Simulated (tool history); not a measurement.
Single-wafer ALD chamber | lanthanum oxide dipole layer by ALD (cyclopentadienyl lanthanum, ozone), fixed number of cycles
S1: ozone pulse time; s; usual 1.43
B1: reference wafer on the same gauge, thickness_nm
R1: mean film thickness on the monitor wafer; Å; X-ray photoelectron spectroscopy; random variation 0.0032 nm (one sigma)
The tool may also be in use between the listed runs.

run 1 day=0.000 | S1=1.63 | B1=0.516 | R1=5.38
-- day=1.021 ozone generator serviced
run 2 day=2.379 | S1=1.63 | B1=0.516 | R1=5.51
run 3 day=6.067 | S1=1.43 | B1=0.516 | R1=5.51
run 4 day=10.108 | S1=1.43 | B1=0.515 | R1=5.43
run 5 day=13.150 | S1=1.43 | B1=0.516 | R1=5.35
run 6 day=17.596 | S1=1.86 | B1=0.516 | R1=5.56
run 7 day=19.175 | S1=1.86 | B1=0.516 | R1=5.61
run 8 day=23.054 | S1=1.86 | B1=0.515 | R1=5.59
run 9 day=24.692 | S1=1.43 | B1=0.516 | R1=5.36
run 10 day=26.425 | S1=1.43 | B1=0.516 | R1=5.28
run 11 day=30.533 | S1=1.66 | B1=0.517 | R1=5.42
-- day=32.025 ozone generator serviced
run 12 day=33.971 | S1=1.04 | B1=0.515 | R1=5.15
run 13 day=37.162 | S1=1.04 | B1=0.516 | R1=5.13
-- day=37.750 showerhead replaced
run 14 day=39.125 | S1=1.14 | B1=0.516 | R1=5.28
run 15 day=40.933 | S1=1.15 | B1=0.516 | R1=5.21
-- day=42.871 thermocouple changed; heater temperature recalibrated
run 16 day=44.404 | S1=1.43 | B1=0.516 | R1=5.40
run 17 day=45.933 | S1=1.05 | B1=0.517 | R1=5.06
run 18 day=47.550 | S1=1.71 | B1=0.517 | R1=5.51
run 19 day=51.617 | S1=0.86 | B1=0.516 | R1=4.78
run 20 day=56.296 | S1=1.11 | B1=0.516 | R1=5.04
run 21 day=59.875 | S1=1.43 | B1=0.515 | R1=5.29
run 22 day=62.958 | S1=1.73 | B1=0.516 | R1=5.43
-- day=64.371 ozone generator serviced
run 23 day=65.733 | S1=1.82 | B1=0.516 | R1=5.58
run 24 day=67.733 | S1=1.69 | B1=0.516 | R1=5.55
run 25 day=69.254 | S1=1.94 | B1=0.516 | R1=5.59
run 26 day=73.946 | S1=0.93 | B1=0.517 | R1=5.00
run 27 day=75.967 | S1=1.26 | B1=0.516 | R1=5.31
run 28 day=78.054 | S1=1.43 | B1=0.516 | R1=5.43
-- day=78.833 gauge calibrated
run 29 day=81.142 | S1=1.97 | B1=0.516 | R1=5.59
run 30 day=83.029 | S1=1.59 | B1=0.515 | R1=5.48
run 31 day=86.300 | S1=1.10 | B1=0.515 | R1=5.10
run 32 day=90.571 | S1=0.88 | B1=0.516 | R1=4.80
run 33 day=92.312 | S1=1.58 | B1=0.516 | R1=5.42
-- day=97.767 ozone generator serviced
run 34 day=102.408 | S1=0.89 | B1=0.516 | R1=4.98
run 35 day=106.038 | S1=1.43 | B1=0.516 | R1=5.45

What the log doesn't show, run by run:
wafer temperature above the value expected at the setpoint (K): 0 in every run
gauge reads high (%): 0 in every run
H1: ozone dose above that of a generator just serviced (%)
run=1 H1=-24.4
run=2 H1=-1.62
run=3 H1=-2.04
run=4 H1=-3.06
run=5 H1=-4.21
run=6 H1=-6.49
run=7 H1=-7.46
run=8 H1=-10.2
run=9 H1=-11.6
run=10 H1=-13.1
run=11 H1=-17.1
run=12 H1=-3.54
run=13 H1=-3.94
run=14 H1=-4.37
run=15 H1=-4.89
run=16 H1=-6.2
run=17 H1=-6.92
run=18 H1=-7.77
run=19 H1=-10.3
run=20 H1=-14
run=21 H1=-17.3
run=22 H1=-20.5
run=23 H1=-1.31
run=24 H1=-1.48
run=25 H1=-1.7
run=26 H1=-2.91
run=27 H1=-3.67
run=28 H1=-4.62
run=29 H1=-6.29
run=30 H1=-7.49
run=31 H1=-9.85
run=32 H1=-13.5
run=33 H1=-15.2
run=34 H1=-1.82
run=35 H1=-2.65
